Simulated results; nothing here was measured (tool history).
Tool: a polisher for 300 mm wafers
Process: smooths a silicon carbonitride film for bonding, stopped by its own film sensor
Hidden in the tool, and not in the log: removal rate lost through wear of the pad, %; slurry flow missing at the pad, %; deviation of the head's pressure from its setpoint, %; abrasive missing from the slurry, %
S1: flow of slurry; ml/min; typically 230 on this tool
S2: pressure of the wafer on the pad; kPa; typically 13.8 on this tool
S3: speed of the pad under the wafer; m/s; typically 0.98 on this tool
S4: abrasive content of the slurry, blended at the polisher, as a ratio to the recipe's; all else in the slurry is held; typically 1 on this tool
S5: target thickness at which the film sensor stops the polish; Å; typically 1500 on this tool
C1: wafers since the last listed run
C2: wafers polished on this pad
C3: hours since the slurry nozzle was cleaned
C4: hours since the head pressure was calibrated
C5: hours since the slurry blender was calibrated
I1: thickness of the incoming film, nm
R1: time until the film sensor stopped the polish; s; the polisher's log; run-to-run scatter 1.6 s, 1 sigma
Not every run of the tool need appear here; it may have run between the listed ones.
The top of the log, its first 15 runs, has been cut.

Run 16, hour 184.2: usual settings but S5 1560 Å; C1 122; C2 251; C3 79.3; C4 1169.9; C5 437.6; I1 180.6. Result: R1 120.4 s.
At hour 189.2: head pressure recalibrated.
At hour 200.7: slurry blender recalibrated.
Run 17, hour 201.2: usual settings but S2 9.7 kPa, S5 1450 Å; C1 105; C2 356; C3 96.3; C4 12; C5 0.5; I1 180.1. Result: R1 239.9 s.
Run 18, hour 253.5: usual settings but S1 160 ml/min, S2 16.5 kPa, S3 1.1 m/s, S5 1450 Å; C1 422; C2 779; C3 148.6; C4 64.3; C5 52.8; I1 178.7. Result: R1 136.4 s.
Run 19, hour 261.5: usual settings but S2 11 kPa; C1 64; C2 843; C3 156.6; C4 72.3; C5 60.8; I1 180.2. Result: R1 183.1 s.
At hour 273: worn pad replaced by a new one.
Run 20, hour 273.5: usual settings but S2 9 kPa; C1 64; C2 4; C3 168.6; C4 84.3; C5 72.8; I1 183.7. Result: R1 255.2 s.
Run 21, hour 281.8: usual settings but S1 260 ml/min, S2 11.7 kPa, S3 1.3 m/s; C1 67; C2 71; C3 176.9; C4 92.6; C5 81.1; I1 181.2. Result: R1 156.9 s.
Run 22, hour 294.5: usual settings but S2 10.3 kPa, S5 1420 Å; C1 102; C2 173; C3 189.6; C4 105.3; C5 93.8; I1 181.3. Result: R1 250.4 s.
Run 23, hour 300.5: usual settings but S3 0.66 m/s, S4 1.15, S5 1460 Å; C1 48; C2 222; C3 195.6; C4 111.3; C5 99.8; I1 178.8. Result: R1 173.6 s.
Run 24, hour 309.5: usual settings; C1 72; C2 295; C3 204.6; C4 120.3; C5 108.8; I1 181. Result: R1 151.1 s.
Run 25, hour 316.7: usual settings; C1 58; C2 353; C3 211.8; C4 127.5; C5 116; I1 180.8. Result: R1 147.2 s.
Run 26, hour 326.5: usual settings but S1 270 ml/min; C1 79; C2 432; C3 221.6; C4 137.3; C5 125.8; I1 179. Result: R1 140.2 s.
Run 27, hour 340: usual settings but S1 200 ml/min, S2 11 kPa, S5 1590 Å; C1 109; C2 541; C3 235.1; C4 150.8; C5 139.3; I1 181.3. Result: R1 137.4 s.
Run 28, hour 346.3: usual settings but S1 180 ml/min, S2 12.4 kPa, S3 0.68 m/s; C1 50; C2 592; C3 241.4; C4 157.1; C5 145.6; I1 180.7. Result: R1 201.7 s.
Run 29, hour 364.1: usual settings but S1 180 ml/min, S2 11.7 kPa, S3 1.18 m/s, S5 1560 Å; C1 143; C2 736; C3 259.2; C4 174.9; C5 163.4; I1 182.8. Result: R1 143.7 s.
Run 30, hour 372: usual settings but S1 180 ml/min; C1 63; C2 800; C3 267.1; C4 182.8; C5 171.3; I1 179.1. Result: R1 149.2 s.

Below are 4 alternative next runs, each starting from the tool's condition after run 30. Predict each:
Run A, hour 372.5: usual settings; C1 4; C2 804; C3 267.6; C4 183.3; C5 171.8; I1 178.7. Result: R1 ?.
Run B, hour 372.5: usual settings but S1 285 ml/min, S2 17.2 kPa, S4 1.15; C1 4; C2 804; C3 267.6; C4 183.3; C5 171.8; I1 178.7. Result: R1 ?.
Run C, hour 372.5: usual settings but S1 280 ml/min, S5 1550 Å; C1 4; C2 804; C3 267.6; C4 183.3; C5 171.8; I1 178.7. Result: R1 ?.
Run D, hour 372.5: usual settings but S3 1.06 m/s, S4 0.8; C1 4; C2 804; C3 267.6; C4 183.3; C5 171.8; I1 178.7. Result: R1 ?.

run     R1
  A  136.8
  B   97.9
  C  110.9
  D  159.4
Had the tool no hidden state, the same runs would have come out as:
run     R1
  A  136.8
  B   97.9
  C  110.9
  D  159.4
